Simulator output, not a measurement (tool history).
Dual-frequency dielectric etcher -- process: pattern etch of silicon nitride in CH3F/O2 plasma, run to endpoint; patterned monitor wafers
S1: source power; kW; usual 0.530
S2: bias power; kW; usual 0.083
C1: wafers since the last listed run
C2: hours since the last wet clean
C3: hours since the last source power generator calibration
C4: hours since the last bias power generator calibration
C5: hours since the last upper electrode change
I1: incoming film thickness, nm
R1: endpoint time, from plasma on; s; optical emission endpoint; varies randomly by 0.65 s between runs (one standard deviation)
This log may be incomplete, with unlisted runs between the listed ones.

run   hour     S1     S2   C1     C2      C3      C4      C5    I1    R1
  1    0.0  0.530  0.083    0   58.8  1712.9  3008.7  2392.6  89.9  86.2
  2   34.8  0.530  0.083  320   93.6  1747.7  3043.5  2427.4  89.6  86.7
      38.9  -- bias power generator calibrated
  3   57.2  0.460  0.083  169  116.0  1770.1    18.3  2449.8  89.0  92.0
  4   78.8  0.460  0.083  198  137.6  1791.7    39.9  2471.4  89.5  91.6
  5  114.2  0.460  0.083  325  173.0  1827.1    75.3  2506.8  88.7  91.8
  6  135.6  0.530  0.083  197  194.4  1848.5    96.7  2528.2  88.6  85.2
     176.1  -- wet clean of the chamber, repeated, since the last time left the tool worse
  7  176.6  0.600  0.083  156    0.5  1889.5   137.7  2569.2  88.8  74.8
  8  184.4  0.600  0.083   71    8.3  1897.3   145.5  2577.0  88.6  74.5
  9  197.2  0.600  0.083  117   21.1  1910.1   158.3  2589.8  88.6  74.0
 10  215.1  0.530  0.083  164   39.0  1928.0   176.2  2607.7  89.0  80.5
     256.0  -- upper electrode replaced
 11  256.5  0.530  0.083  160   80.4  1969.4   217.6     0.5  89.1  78.6
 12  275.7  0.530  0.083  176   99.6  1988.6   236.8    19.7  88.3  80.5
 13  303.4  0.530  0.070  255  127.3  2016.3   264.5    47.4  89.2  83.8
 14  331.2  0.660  0.063  255  155.1  2044.1   292.3    75.2  89.0  76.5
 15  346.6  0.410  0.097  141  170.5  2059.5   307.7    90.6  89.7  87.6
 16  381.8  0.440  0.083  324  205.7  2094.7   342.9   125.8  89.7  87.5
 17  408.3  0.450  0.098  244  232.2  2121.2   369.4   152.3  89.0  81.5
     419.8  -- source power generator calibrated
 18  431.0  0.610  0.071  172  254.9    11.2   392.1   175.0  88.6  76.4
 19  453.5  0.470  0.083  207  277.4    33.7   414.6   197.5  88.9  84.7
 20  477.7  0.450  0.074  222  301.6    57.9   438.8   221.7  88.8  88.5
 21  500.8  0.650  0.103  212  324.7    81.0   461.9   244.8  89.6  65.7
 22  513.2  0.440  0.064  114  337.1    93.4   474.3   257.2  89.2  95.4
 23  539.9  0.590  0.092  245  363.8   120.1   501.0   283.9  89.0  71.6
 24  567.9  0.530  0.076  257  391.8   148.1   529.0   311.9  89.9  80.6
 25  582.4  0.590  0.089  133  406.3   162.6   543.5   326.4  89.0  71.0
 26  604.4  0.490  0.083  202  428.3   184.6   565.5   348.4  89.5  81.1
     651.1  -- wet clean of the chamber
 27  707.6  0.530  0.083  729   56.5   287.8   668.7   451.6  89.7  80.2
 28  737.7  0.400  0.094  277   86.6   317.9   698.8   481.7  87.7  89.7
 29  761.4  0.590  0.083  218  110.3   341.6   722.5   505.4  88.7  75.9
 30  775.9  0.530  0.066  133  124.8   356.1   737.0   519.9  88.5  85.0
 31  803.7  0.580  0.071  255  152.6   383.9   764.8   547.7  89.0  79.5
 32  817.3  0.650  0.103  125  166.2   397.5   778.4   561.3  89.2  66.6
 33  844.0  0.530  0.083  245  192.9   424.2   805.1   588.0  89.0  78.9
 34  872.4  0.400  0.072  261  221.3   452.6   833.5   616.4  89.7  97.7
 35  904.8  0.620  0.100  298  253.7   485.0   865.9   648.8  90.0  68.9
 36  919.6  0.650  0.103  136  268.5   499.8   880.7   663.6  89.9  65.8

What if the next run were any one of these 3? Each begins from the tool's condition after run 36:
  A  920.1  0.530  0.083   4  269.0  500.3  881.2  664.1  89.8   ?
  B  920.1  0.480  0.091   4  269.0  500.3  881.2  664.1  89.8   ?
  C  920.1  0.650  0.083   4  269.0  500.3  881.2  664.1  89.8   ?

run    R1
  A  80.5
  B  82.5
  C  72.4
With the hidden condition removed and each run's random variation left untouched, the same runs would have given:
run    R1
  A  82.1
  B  84.0
  C  73.8
